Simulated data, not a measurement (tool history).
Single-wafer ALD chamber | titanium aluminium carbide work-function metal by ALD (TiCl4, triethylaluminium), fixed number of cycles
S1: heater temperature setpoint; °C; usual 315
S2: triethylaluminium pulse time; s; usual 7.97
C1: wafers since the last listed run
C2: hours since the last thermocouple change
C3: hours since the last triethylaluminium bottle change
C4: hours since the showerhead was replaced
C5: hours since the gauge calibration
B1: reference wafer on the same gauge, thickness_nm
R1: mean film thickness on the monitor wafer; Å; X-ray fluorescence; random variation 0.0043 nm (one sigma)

run 1 hour=0 | S1=315 S2=6.84 | C1=0 C2=759.7 C3=898.3 C4=5719.5 C5=66.4 | B1=2.22 | R1=20.35
run 2 hour=35.6 | S1=312 S2=7.97 | C1=529 C2=795.3 C3=933.9 C4=5755.1 C5=102 | B1=2.217 | R1=20.95
run 3 hour=60.1 | S1=312 S2=7.97 | C1=364 C2=819.8 C3=958.4 C4=5779.6 C5=126.5 | B1=2.217 | R1=21
run 4 hour=73.2 | S1=312 S2=7.97 | C1=194 C2=832.9 C3=971.5 C4=5792.7 C5=139.6 | B1=2.215 | R1=21.03
run 5 hour=103.3 | S1=315 S2=7.97 | C1=447 C2=863 C3=1001.6 C4=5822.8 C5=169.7 | B1=2.211 | R1=21.14
run 6 hour=121.7 | S1=315 S2=7.97 | C1=273 C2=881.4 C3=1020 C4=5841.2 C5=188.1 | B1=2.212 | R1=21.23
run 7 hour=144.5 | S1=315 S2=7.97 | C1=339 C2=904.2 C3=1042.8 C4=5864 C5=210.9 | B1=2.211 | R1=21.17
run 8 hour=160.3 | S1=315 S2=7.97 | C1=235 C2=920 C3=1058.6 C4=5879.8 C5=226.7 | B1=2.21 | R1=21.24
run 9 hour=194.2 | S1=315 S2=7.97 | C1=504 C2=953.9 C3=1092.5 C4=5913.7 C5=260.6 | B1=2.208 | R1=21.13
run 10 hour=213 | S1=315 S2=10.19 | C1=279 C2=972.7 C3=1111.3 C4=5932.5 C5=279.4 | B1=2.206 | R1=22.01
-- hour=252.9 showerhead replaced
run 11 hour=285.5 | S1=315 S2=7.97 | C1=959 C2=1045.2 C3=1183.8 C4=32.6 C5=351.9 | B1=2.202 | R1=21.1
run 12 hour=311.2 | S1=308 S2=10.75 | C1=382 C2=1070.9 C3=1209.5 C4=58.3 C5=377.6 | B1=2.201 | R1=21.33
run 13 hour=330.1 | S1=315 S2=5.13 | C1=281 C2=1089.8 C3=1228.4 C4=77.2 C5=396.5 | B1=2.199 | R1=17.32
run 14 hour=343 | S1=315 S2=7.97 | C1=191 C2=1102.7 C3=1241.3 C4=90.1 C5=409.4 | B1=2.199 | R1=21.08
run 15 hour=411.5 | S1=326 S2=10.27 | C1=1018 C2=1171.2 C3=1309.8 C4=158.6 C5=477.9 | B1=2.195 | R1=23.03
-- hour=434.7 gauge calibrated
-- hour=449.5 triethylaluminium bottle replaced
-- hour=451.9 thermocouple changed; heater temperature recalibrated
run 16 hour=452.4 | S1=315 S2=7.97 | C1=454 C2=0.5 C3=2.9 C4=199.5 C5=17.7 | B1=2.213 | R1=21.17
run 17 hour=466.8 | S1=322 S2=9.12 | C1=214 C2=14.9 C3=17.3 C4=213.9 C5=32.1 | B1=2.212 | R1=22.48
run 18 hour=492.8 | S1=315 S2=7.97 | C1=386 C2=40.9 C3=43.3 C4=239.9 C5=58.1 | B1=2.21 | R1=21.19
run 19 hour=514.1 | S1=323 S2=7.97 | C1=316 C2=62.2 C3=64.6 C4=261.2 C5=79.4 | B1=2.208 | R1=21.95
run 20 hour=545.6 | S1=315 S2=7.97 | C1=468 C2=93.7 C3=96.1 C4=292.7 C5=110.9 | B1=2.208 | R1=21.18
run 21 hour=562.1 | S1=301 S2=5.55 | C1=245 C2=110.2 C3=112.6 C4=309.2 C5=127.4 | B1=2.207 | R1=17.04
run 22 hour=579.9 | S1=327 S2=6.72 | C1=264 C2=128 C3=130.4 C4=327 C5=145.2 | B1=2.206 | R1=21.15

Run 23 comes next. What will it give?
run 23 hour=597.9 | S1=323 S2=7.97 | C1=267 C2=146 C3=148.4 C4=345 C5=163.2 | B1=? | R1=?

B1: 2.205
R1: 21.86 Å
Without the tool's hidden state the same run would have given R1 22.02 Å.
